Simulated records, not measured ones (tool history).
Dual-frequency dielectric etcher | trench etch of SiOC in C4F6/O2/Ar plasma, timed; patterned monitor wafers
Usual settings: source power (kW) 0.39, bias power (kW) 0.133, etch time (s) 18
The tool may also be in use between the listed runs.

run,hour,source power (kW),bias power (kW),etch time (s),"read-back reference wafer on the same gauge, depth_nm",mean etch depth across the wafer (angstrom)
1,0,0.39,0.133,18,40.71,381.3
# hour 14.9: wet clean of the chamber
2,53.2,0.39,0.133,18,40.67,366.1
3,134.2,0.39,0.133,18,40.68,368.7
4,176.6,0.39,0.133,18,40.7,369
5,238.9,0.39,0.133,18,40.74,368.5
6,276.6,0.39,0.133,18,40.7,372.7
7,313,0.39,0.133,18,40.71,372
8,531.2,0.39,0.133,18,40.68,378.7
# hour 540.6: gauge calibrated
# hour 577.6: upper electrode replaced, of another model than before
9,590.5,0.39,0.149,18,40.64,408.8
# hour 668.1: wet clean of the chamber
10,692,0.39,0.133,18,40.75,362.9
11,729.3,0.39,0.164,18,40.7,411.1
12,797.7,0.32,0.133,20,40.69,395.9
13,897.7,0.46,0.103,21.5,40.7,384.6
14,967.9,0.39,0.133,18,40.71,368.8
# hour 988: source power generator calibrated
15,1014.5,0.33,0.164,22,40.73,503.5
# hour 1079.9: bias power generator calibrated
16,1096.7,0.43,0.133,13,40.72,272.8
17,1184,0.39,0.133,18,40.72,379
18,1242.4,0.34,0.133,20,40.66,413.7
19,1330.2,0.39,0.133,13,40.73,276
# hour 1389.6: wet clean of the chamber
20,1390.1,0.49,0.102,16,40.68,282.5

Forecast each of these 3 alternatives for the next run:
A,1390.5,0.39,0.133,18,?,?
B,1390.5,0.47,0.107,12.5,?,?
C,1390.5,0.45,0.133,12.5,?,?

run,"read-back reference wafer on the same gauge, depth_nm",mean etch depth across the wafer (angstrom)
A,40.72,365.6
B,40.72,227
C,40.72,259.7
Without the tool's hidden state the same runs would have given:
run,mean etch depth across the wafer (angstrom)
A,363.7
B,225.8
C,258.3
